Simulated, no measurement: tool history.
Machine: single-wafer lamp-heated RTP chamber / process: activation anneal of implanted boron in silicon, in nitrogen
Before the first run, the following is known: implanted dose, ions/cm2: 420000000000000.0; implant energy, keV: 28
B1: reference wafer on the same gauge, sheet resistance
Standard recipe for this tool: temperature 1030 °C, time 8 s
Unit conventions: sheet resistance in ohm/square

run 1 day=0.000 | temperature=1013 time=8 | B1=313.00 | sheet_resistance=271.31
run 2 day=0.979 | temperature=1030 time=8 | B1=313.05 | sheet_resistance=268.35
run 3 day=1.879 | temperature=1030 time=8 | B1=313.00 | sheet_resistance=267.59
run 4 day=3.042 | temperature=1030 time=8 | B1=312.98 | sheet_resistance=268.20
run 5 day=3.688 | temperature=1030 time=8 | B1=313.16 | sheet_resistance=267.44
run 6 day=5.079 | temperature=1030 time=6 | B1=313.02 | sheet_resistance=268.16
run 7 day=5.858 | temperature=1030 time=6 | B1=313.02 | sheet_resistance=268.35
run 8 day=6.404 | temperature=1008 time=8 | B1=312.98 | sheet_resistance=272.19
run 9 day=8.788 | temperature=1008 time=8 | B1=313.04 | sheet_resistance=271.93
run 10 day=9.988 | temperature=1008 time=8 | B1=313.06 | sheet_resistance=271.95
run 11 day=10.642 | temperature=1030 time=8 | B1=312.93 | sheet_resistance=266.61
-- day=11.317 gauge calibrated
run 12 day=11.867 | temperature=1030 time=8 | B1=312.90 | sheet_resistance=268.30
run 13 day=12.721 | temperature=1030 time=8 | B1=313.05 | sheet_resistance=267.17
run 14 day=16.729 | temperature=1030 time=8 | B1=312.97 | sheet_resistance=267.69
-- day=20.838 reflector plate cleaned
run 15 day=20.858 | temperature=1018 time=7 | B1=313.10 | sheet_resistance=269.81
run 16 day=21.850 | temperature=1018 time=7 | B1=312.93 | sheet_resistance=270.05
run 17 day=22.758 | temperature=1007 time=11 | B1=313.00 | sheet_resistance=271.18
run 18 day=23.521 | temperature=1056 time=5 | B1=313.04 | sheet_resistance=266.60
run 19 day=24.083 | temperature=1053 time=12 | B1=312.85 | sheet_resistance=264.63
-- day=24.921 pyrometer window cleaned and pyrometer calibrated
run 20 day=25.488 | temperature=1041 time=6 | B1=313.11 | sheet_resistance=267.17
run 21 day=26.171 | temperature=1050 time=5 | B1=312.88 | sheet_resistance=266.07
run 22 day=26.746 | temperature=1015 time=10 | B1=312.94 | sheet_resistance=267.18
run 23 day=27.375 | temperature=1011 time=4 | B1=312.90 | sheet_resistance=271.27
run 24 day=28.583 | temperature=1002 time=12 | B1=312.99 | sheet_resistance=270.18
run 25 day=29.775 | temperature=1055 time=7 | B1=312.95 | sheet_resistance=266.12
run 26 day=30.917 | temperature=1003 time=5 | B1=312.95 | sheet_resistance=271.99
run 27 day=32.246 | temperature=1030 time=8 | B1=313.10 | sheet_resistance=266.32
-- day=33.162 pyrometer window cleaned and pyrometer calibrated, repeated, since the last time left the tool worse
run 28 day=33.583 | temperature=1039 time=8 | B1=313.03 | sheet_resistance=266.36
run 29 day=34.658 | temperature=1005 time=4 | B1=312.97 | sheet_resistance=278.30
run 30 day=36.000 | temperature=1043 time=13 | B1=313.07 | sheet_resistance=265.31
run 31 day=39.238 | temperature=1030 time=7 | B1=312.97 | sheet_resistance=268.04
run 32 day=40.075 | temperature=1030 time=8 | B1=313.01 | sheet_resistance=266.94
run 33 day=41.008 | temperature=1030 time=8 | B1=313.03 | sheet_resistance=267.81
run 34 day=41.767 | temperature=1030 time=8 | B1=313.08 | sheet_resistance=268.20
run 35 day=43.033 | temperature=1002 time=11 | B1=313.08 | sheet_resistance=273.28
run 36 day=43.946 | temperature=1056 time=10 | B1=313.02 | sheet_resistance=264.96

What if the next run were any one of these 5? Each begins from the tool's condition after run 36:
run A day=43.962 | temperature=1030 time=8 | B1=? | sheet_resistance=?
run B day=43.962 | temperature=1004 time=12 | B1=? | sheet_resistance=?
run C day=43.962 | temperature=1049 time=8 | B1=? | sheet_resistance=?
run D day=43.962 | temperature=1030 time=12 | B1=? | sheet_resistance=?
run E day=43.962 | temperature=1014 time=8 | B1=? | sheet_resistance=?

run=A B1=313.03 sheet_resistance=267.59
run=B B1=313.03 sheet_resistance=272.12
run=C B1=313.03 sheet_resistance=265.86
run=D B1=313.03 sheet_resistance=266.65
run=E B1=313.03 sheet_resistance=270.58
Had the tool no hidden state, the same runs would have come out as:
run=A sheet_resistance=268.27
run=B sheet_resistance=274.04
run=C sheet_resistance=266.18
run=D sheet_resistance=267.26
run=E sheet_resistance=271.91
